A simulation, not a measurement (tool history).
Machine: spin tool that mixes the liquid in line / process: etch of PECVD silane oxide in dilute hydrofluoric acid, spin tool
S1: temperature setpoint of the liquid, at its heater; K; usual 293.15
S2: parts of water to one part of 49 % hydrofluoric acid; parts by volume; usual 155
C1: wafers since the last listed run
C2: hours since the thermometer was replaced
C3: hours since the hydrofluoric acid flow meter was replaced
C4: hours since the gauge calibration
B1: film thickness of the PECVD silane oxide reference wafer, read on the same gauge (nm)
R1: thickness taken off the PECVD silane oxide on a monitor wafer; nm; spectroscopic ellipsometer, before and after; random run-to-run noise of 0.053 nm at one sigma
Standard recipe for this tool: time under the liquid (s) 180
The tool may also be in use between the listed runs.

run 1 day=0.000 | S1=293.15 S2=155 time_under_the_liquid_(s)=180 | C1=0 C2=1384.2 C3=1218.6 C4=1366.6 | B1=110.03 | R1=14.71
run 2 day=1.350 | S1=293.15 S2=155 time_under_the_liquid_(s)=180 | C1=335 C2=1416.6 C3=1251.0 C4=1399.0 | B1=110.03 | R1=14.85
run 3 day=4.233 | S1=293.15 S2=155 time_under_the_liquid_(s)=180 | C1=716 C2=1485.8 C3=1320.2 C4=1468.2 | B1=110.02 | R1=14.77
run 4 day=6.496 | S1=293.15 S2=155 time_under_the_liquid_(s)=180 | C1=561 C2=1540.1 C3=1374.5 C4=1522.5 | B1=110.02 | R1=14.87
run 5 day=8.800 | S1=293.15 S2=155 time_under_the_liquid_(s)=180 | C1=572 C2=1595.4 C3=1429.8 C4=1577.8 | B1=109.98 | R1=14.77
run 6 day=10.558 | S1=293.15 S2=155 time_under_the_liquid_(s)=180 | C1=436 C2=1637.6 C3=1472.0 C4=1620.0 | B1=109.98 | R1=14.78
run 7 day=11.983 | S1=293.15 S2=155 time_under_the_liquid_(s)=180 | C1=353 C2=1671.8 C3=1506.2 C4=1654.2 | B1=110.01 | R1=14.65
run 8 day=13.438 | S1=293.15 S2=185 time_under_the_liquid_(s)=125 | C1=361 C2=1706.7 C3=1541.1 C4=1689.1 | B1=110.00 | R1=8.27
run 9 day=15.662 | S1=293.15 S2=185 time_under_the_liquid_(s)=125 | C1=552 C2=1760.1 C3=1594.5 C4=1742.5 | B1=110.01 | R1=8.27
-- day=15.825 gauge calibrated
run 10 day=17.292 | S1=293.15 S2=185 time_under_the_liquid_(s)=125 | C1=404 C2=1799.2 C3=1633.6 C4=35.2 | B1=109.97 | R1=8.29
run 11 day=19.225 | S1=293.15 S2=155 time_under_the_liquid_(s)=180 | C1=480 C2=1845.6 C3=1680.0 C4=81.6 | B1=110.01 | R1=14.76
run 12 day=20.533 | S1=293.15 S2=155 time_under_the_liquid_(s)=180 | C1=324 C2=1877.0 C3=1711.4 C4=113.0 | B1=110.01 | R1=14.72
run 13 day=22.917 | S1=293.15 S2=155 time_under_the_liquid_(s)=180 | C1=591 C2=1934.2 C3=1768.6 C4=170.2 | B1=109.98 | R1=14.78
-- day=23.829 thermometer replaced
run 14 day=24.542 | S1=294.65 S2=185 time_under_the_liquid_(s)=180 | C1=393 C2=17.1 C3=1807.6 C4=209.2 | B1=110.02 | R1=13.11
run 15 day=27.746 | S1=293.15 S2=155 time_under_the_liquid_(s)=180 | C1=795 C2=94.0 C3=1884.5 C4=286.1 | B1=110.00 | R1=15.16
run 16 day=28.858 | S1=293.15 S2=80 time_under_the_liquid_(s)=180 | C1=276 C2=120.7 C3=1911.2 C4=312.8 | B1=110.02 | R1=31.78
run 17 day=30.996 | S1=295.65 S2=155 time_under_the_liquid_(s)=180 | C1=530 C2=172.0 C3=1962.5 C4=364.1 | B1=109.97 | R1=16.63
run 18 day=33.046 | S1=297.65 S2=205 time_under_the_liquid_(s)=180 | C1=509 C2=221.2 C3=2011.7 C4=413.3 | B1=110.01 | R1=12.89
run 19 day=34.450 | S1=290.65 S2=210 time_under_the_liquid_(s)=220 | C1=348 C2=254.9 C3=2045.4 C4=447.0 | B1=110.01 | R1=11.73
run 20 day=35.958 | S1=290.15 S2=230 time_under_the_liquid_(s)=270 | C1=374 C2=291.1 C3=2081.6 C4=483.2 | B1=109.98 | R1=12.67
run 21 day=38.854 | S1=293.15 S2=95 time_under_the_liquid_(s)=180 | C1=719 C2=360.6 C3=2151.1 C4=552.7 | B1=110.02 | R1=26.32
run 22 day=40.954 | S1=296.65 S2=180 time_under_the_liquid_(s)=70 | C1=521 C2=411.0 C3=2201.5 C4=603.1 | B1=109.98 | R1=5.63
-- day=41.821 hydrofluoric acid flow meter replaced
run 23 day=42.708 | S1=293.15 S2=155 time_under_the_liquid_(s)=180 | C1=425 C2=453.1 C3=21.3 C4=645.2 | B1=110.01 | R1=15.05
run 24 day=45.650 | S1=290.15 S2=155 time_under_the_liquid_(s)=90 | C1=730 C2=523.7 C3=91.9 C4=715.8 | B1=110.00 | R1=6.68
run 25 day=47.875 | S1=293.15 S2=105 time_under_the_liquid_(s)=125 | C1=552 C2=577.1 C3=145.3 C4=769.2 | B1=110.00 | R1=16.27
run 26 day=49.746 | S1=290.65 S2=155 time_under_the_liquid_(s)=180 | C1=464 C2=622.0 C3=190.2 C4=814.1 | B1=109.99 | R1=13.56
run 27 day=51.625 | S1=290.15 S2=155 time_under_the_liquid_(s)=240 | C1=466 C2=667.1 C3=235.3 C4=859.2 | B1=109.99 | R1=17.80
run 28 day=52.788 | S1=293.15 S2=95 time_under_the_liquid_(s)=70 | C1=288 C2=695.0 C3=263.2 C4=887.1 | B1=110.04 | R1=10.19
run 29 day=54.688 | S1=293.15 S2=185 time_under_the_liquid_(s)=125 | C1=471 C2=740.6 C3=308.8 C4=932.7 | B1=109.99 | R1=8.44
run 30 day=62.746 | S1=293.15 S2=185 time_under_the_liquid_(s)=125 | C1=2001 C2=934.0 C3=502.2 C4=1126.1 | B1=109.97 | R1=8.42
run 31 day=64.100 | S1=291.65 S2=155 time_under_the_liquid_(s)=70 | C1=336 C2=966.5 C3=534.7 C4=1158.6 | B1=109.98 | R1=5.47
run 32 day=66.521 | S1=290.65 S2=125 time_under_the_liquid_(s)=260 | C1=601 C2=1024.6 C3=592.8 C4=1216.7 | B1=109.99 | R1=24.79

How would selected steps in R1 from run to run divide? Give the signed amount a tool lacking its hidden state would still show from settings, what came in and random variation, and the signed amount left for the hidden state, including any gauge scatter that is not in both of the compared results.
Hidden state at play: liquid colder than its thermometer reads (K); hydrofluoric acid flow below the setpoint (%); gauge reads high (%).
Run 10 -> 11: S2 185 -> 155, time under the liquid (s) 125 -> 180. R1 +6.47 nm: hidden state -0.23, all else +6.70.
Run 13 -> 14: S1 293.15 -> 294.65, S2 155 -> 185, thermometer replaced. R1 -1.67 nm: hidden state +0.51, all else -2.18.
Run 15 -> 16: S2 155 -> 80. R1 +16.62 nm: hidden state -0.07, all else +16.69.
Run 21 -> 22: S1 293.15 -> 296.65, S2 95 -> 180, time under the liquid (s) 180 -> 70. R1 -20.69 nm: hidden state +0.17, all else -20.86.
Run 31 -> 32: S1 291.65 -> 290.65, S2 155 -> 125, time under the liquid (s) 70 -> 260. R1 +19.32 nm: hidden state -0.41, all else +19.73.
